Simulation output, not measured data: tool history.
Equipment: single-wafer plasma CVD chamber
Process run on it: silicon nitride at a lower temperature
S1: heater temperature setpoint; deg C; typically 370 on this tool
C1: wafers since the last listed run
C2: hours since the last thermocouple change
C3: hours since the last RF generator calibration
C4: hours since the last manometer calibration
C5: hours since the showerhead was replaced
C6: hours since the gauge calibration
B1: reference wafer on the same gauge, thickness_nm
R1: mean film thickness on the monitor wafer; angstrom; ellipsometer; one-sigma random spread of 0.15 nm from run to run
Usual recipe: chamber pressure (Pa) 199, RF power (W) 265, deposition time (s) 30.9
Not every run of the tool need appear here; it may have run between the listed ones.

Run 1, hour 0: usual settings; C1 0; C2 706.1; C3 1724.6; C4 738.5; C5 2809.9; C6 160.2; B1 37.043. Result: R1 322.62 angstrom.
Run 2, hour 104.6: usual settings; C1 2321; C2 810.7; C3 1829.2; C4 843.1; C5 2914.5; C6 264.8; B1 37.011. Result: R1 321.28 angstrom.
Run 3, hour 192: usual settings; C1 1939; C2 898.1; C3 1916.6; C4 930.5; C5 3001.9; C6 352.2; B1 37.027. Result: R1 322.88 angstrom.
Run 4, hour 229.7: usual settings; C1 836; C2 935.8; C3 1954.3; C4 968.2; C5 3039.6; C6 389.9; B1 37.021. Result: R1 321.59 angstrom.
Run 5, hour 323.1: usual settings; C1 2073; C2 1029.2; C3 2047.7; C4 1061.6; C5 3133; C6 483.3; B1 36.994. Result: R1 320.41 angstrom.
At hour 345.8: RF generator calibrated.
At hour 369.8: thermocouple changed; heater temperature recalibrated.
Run 6, hour 370.3: usual settings but chamber pressure (Pa) 176; C1 692; C2 0.5; C3 24.5; C4 1108.8; C5 3180.2; C6 530.5; B1 36.983. Result: R1 307.64 angstrom.
At hour 390.7: capacitance manometer re-zeroed and calibrated.
Run 7, hour 425.5: usual settings but chamber pressure (Pa) 176; C1 1047; C2 55.7; C3 79.7; C4 34.8; C5 3235.4; C6 585.7; B1 37.026. Result: R1 301.54 angstrom.
At hour 455.8: showerhead replaced.
Run 8, hour 484: usual settings; C1 1120; C2 114.2; C3 138.2; C4 93.3; C5 28.2; C6 644.2; B1 37.016. Result: R1 313.65 angstrom.
Run 9, hour 557.7: usual settings but RF power (W) 295, deposition time (s) 27.3; C1 1635; C2 187.9; C3 211.9; C4 167; C5 101.9; C6 717.9; B1 37.007. Result: R1 294.9 angstrom.
At hour 580.3: gauge calibrated.
Run 10, hour 622.4: usual settings but chamber pressure (Pa) 167; C1 1436; C2 252.6; C3 276.6; C4 231.7; C5 166.6; C6 42.1; B1 36.939. Result: R1 297.47 angstrom.
Run 11, hour 718.6: usual settings; C1 2135; C2 348.8; C3 372.8; C4 327.9; C5 262.8; C6 138.3; B1 36.988. Result: R1 319.54 angstrom.
Run 12, hour 771.2: usual settings but S1 363 deg C, chamber pressure (Pa) 155; C1 1167; C2 401.4; C3 425.4; C4 380.5; C5 315.4; C6 190.9; B1 37.005. Result: R1 293.14 angstrom.
Run 13, hour 871.3: usual settings but S1 366 deg C, RF power (W) 295; C1 2221; C2 501.5; C3 525.5; C4 480.6; C5 415.5; C6 291; B1 37.015. Result: R1 336.44 angstrom.
Run 14, hour 908.1: usual settings but RF power (W) 285; C1 816; C2 538.3; C3 562.3; C4 517.4; C5 452.3; C6 327.8; B1 37.066. Result: R1 331.62 angstrom.
Run 15, hour 993.8: usual settings; C1 1902; C2 624; C3 648; C4 603.1; C5 538; C6 413.5; B1 36.962. Result: R1 321.99 angstrom.
Run 16, hour 1061.7: usual settings but S1 363 deg C, RF power (W) 250, deposition time (s) 33.1; C1 1507; C2 691.9; C3 715.9; C4 671; C5 605.9; C6 481.4; B1 36.938. Result: R1 334.36 angstrom.
Run 17, hour 1121.9: usual settings but chamber pressure (Pa) 236; C1 1336; C2 752.1; C3 776.1; C4 731.2; C5 666.1; C6 541.6; B1 36.995. Result: R1 340.4 angstrom.

Difference, measured minus no-hidden-state, one row per run. Run-to-run variation is common to both terms; the gauge's own scatter need not be:
The hidden state here: wafer temperature above the value expected at the setpoint (K); delivered RF power above the setpoint (%); true pressure above the setpoint (%); gauge reads high (%).
run     R1
  1  +7.26
  2  +7.53
  3  +7.76
  4   +7.8
  5  +7.91
  6  +7.91
  7  +1.52
  8  +2.63
  9  +3.58
 10   +4.6
 11  +5.76
 12  +6.27
 13   +7.3
 14  +7.43
 15  +7.65
 16  +8.23
 17  +8.22
